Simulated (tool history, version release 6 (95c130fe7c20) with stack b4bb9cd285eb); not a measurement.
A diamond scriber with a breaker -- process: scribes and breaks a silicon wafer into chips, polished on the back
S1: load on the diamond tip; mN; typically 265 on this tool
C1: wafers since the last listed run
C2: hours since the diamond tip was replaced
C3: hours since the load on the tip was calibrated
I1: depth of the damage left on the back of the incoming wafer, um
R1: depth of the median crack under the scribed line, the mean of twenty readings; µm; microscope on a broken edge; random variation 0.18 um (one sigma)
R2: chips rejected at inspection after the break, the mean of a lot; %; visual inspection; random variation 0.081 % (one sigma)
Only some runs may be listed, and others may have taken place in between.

run,day,S1,C1,C2,C3,I1,R1,R2
1,0,265,0,771.1,1346.1,0.03,11.91,1.07
2,1.304,265,89,802.4,1377.4,0.03,11.88,1.12
3,2.538,265,84,832,1407,0.04,11.94,1.17
4,3.146,221,41,846.6,1421.6,0.02,11.33,2.9
5,4.246,221,75,873,1448,0.04,11.08,3.05
6,4.867,265,42,887.9,1462.9,0.05,12.16,1
7,5.396,265,36,900.6,1475.6,0.05,12.01,1.12
8,6.438,265,71,925.6,1500.6,0.04,12.24,0.96
9,7.738,238,89,956.8,1531.8,0.03,11.63,1.83
10,8.325,304,40,970.9,1545.9,0.01,12.47,2.57
# day 9.138: diamond tip replaced by a new one
# day 9.138: load on the tip recalibrated
11,9.196,313,53,1.4,1.4,0.03,13.01,3.11
12,10.575,195,94,34.5,34.5,0.05,10.74,6.44
13,11.842,265,86,64.9,64.9,0.03,11.99,1.14
14,12.442,287,41,79.3,79.3,0.01,12.36,1.41
15,13.475,314,70,104.1,104.1,0.05,12.62,3.25
16,14.788,221,89,135.6,135.6,0.01,10.91,2.68
17,16.642,221,127,180.1,180.1,0.02,11.22,3.04
18,17.65,265,69,204.3,204.3,0.05,12.3,1.05
19,18.442,302,54,223.3,223.3,0.01,12.26,2.31

What the log doesn't show, run by run:
share of the diamond tip's cutting effectiveness lost through wear, %: 0 on each run
deviation of the load on the tip from its setpoint, %: 0 on each run
